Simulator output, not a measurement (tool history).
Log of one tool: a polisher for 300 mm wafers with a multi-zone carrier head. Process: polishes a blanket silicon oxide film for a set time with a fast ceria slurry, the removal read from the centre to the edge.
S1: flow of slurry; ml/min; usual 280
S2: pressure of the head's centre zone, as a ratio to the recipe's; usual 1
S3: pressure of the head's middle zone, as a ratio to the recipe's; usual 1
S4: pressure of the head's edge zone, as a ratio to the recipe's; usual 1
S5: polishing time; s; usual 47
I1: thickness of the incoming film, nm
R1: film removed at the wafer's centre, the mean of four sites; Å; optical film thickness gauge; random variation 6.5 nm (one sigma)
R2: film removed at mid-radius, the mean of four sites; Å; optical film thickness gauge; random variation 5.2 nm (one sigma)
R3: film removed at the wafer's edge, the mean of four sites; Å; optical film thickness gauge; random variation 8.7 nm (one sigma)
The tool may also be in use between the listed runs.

run 1 hour=0 | S1=240 S2=1 S3=1 S4=1 S5=47 | I1=1750.6 | R1=6141 R2=6540 R3=6385
-- hour=40.8 centre zone pressure recalibrated
run 2 hour=61.2 | S1=280 S2=1 S3=1 S4=1 S5=47 | I1=1753 | R1=6283 R2=6516 R3=6319
-- hour=156.8 carrier head's membrane replaced by a new one
run 3 hour=157.3 | S1=280 S2=1 S3=0.96 S4=1 S5=47 | I1=1749.1 | R1=6245 R2=6425 R3=6454
run 4 hour=216.9 | S1=280 S2=1 S3=0.96 S4=1 S5=47 | I1=1742.2 | R1=6273 R2=6218 R3=6349
run 5 hour=322.9 | S1=280 S2=1 S3=1.04 S4=1.04 S5=47 | I1=1749.5 | R1=6124 R2=6538 R3=6392
-- hour=335.5 worn pad replaced by a new one
-- hour=385.2 slurry nozzle cleaned
run 6 hour=632.2 | S1=230 S2=1 S3=1 S4=1 S5=47 | I1=1724.6 | R1=6078 R2=6349 R3=6244
-- hour=680.1 centre zone pressure recalibrated
run 7 hour=720.9 | S1=280 S2=1 S3=1.06 S4=1 S5=47 | I1=1757.3 | R1=6273 R2=6875 R3=6352
run 8 hour=760.9 | S1=185 S2=1 S3=1 S4=0.91 S5=47 | I1=1758.7 | R1=5815 R2=6035 R3=5866
run 9 hour=866.5 | S1=330 S2=1 S3=1 S4=0.93 S5=47 | I1=1737.5 | R1=6184 R2=6462 R3=6292
-- hour=914.5 slurry nozzle cleaned
run 10 hour=942.8 | S1=280 S2=1 S3=1 S4=1 S5=47 | I1=1762.3 | R1=6391 R2=6570 R3=6478
-- hour=965.2 worn pad replaced by a new one
run 11 hour=1038 | S1=280 S2=1 S3=1 S4=0.93 S5=43 | I1=1754.6 | R1=5920 R2=5972 R3=5587
run 12 hour=1078.9 | S1=225 S2=0.92 S3=1 S4=1.08 S5=47 | I1=1728.3 | R1=5584 R2=6439 R3=6581
run 13 hour=1132.8 | S1=280 S2=1 S3=1 S4=1.03 S5=47 | I1=1730.5 | R1=6166 R2=6505 R3=6405
-- hour=1205.8 centre zone pressure recalibrated
run 14 hour=1215.4 | S1=240 S2=0.93 S3=1.11 S4=0.92 S5=47 | I1=1718.1 | R1=5779 R2=6955 R3=6054
-- hour=1249.1 edge zone pressure recalibrated
run 15 hour=1268.5 | S1=280 S2=1 S3=1 S4=1 S5=47 | I1=1718.8 | R1=6206 R2=6406 R3=6179
run 16 hour=1345 | S1=280 S2=1 S3=1 S4=1 S5=47 | I1=1725.7 | R1=6077 R2=6278 R3=6199
run 17 hour=1399.4 | S1=230 S2=1 S3=1.1 S4=1 S5=47 | I1=1731.9 | R1=5850 R2=6621 R3=5965
run 18 hour=1469.8 | S1=280 S2=1 S3=1 S4=1.05 S5=47 | I1=1724.8 | R1=5909 R2=5996 R3=6166

Forecast run 19:
-- hour=1478.9 worn pad replaced by a new one
run 19 hour=1518.8 | S1=190 S2=1.05 S3=1 S4=1.11 S5=56 | I1=1716.4 | R1=? R2=? R3=?

{"run 19": {"R1": 6225, "R2": 6407, "R3": 7015}}
Without the tool's hidden state the same run would have given R1 7515 Å, R2 7564 Å, R3 7883 Å.
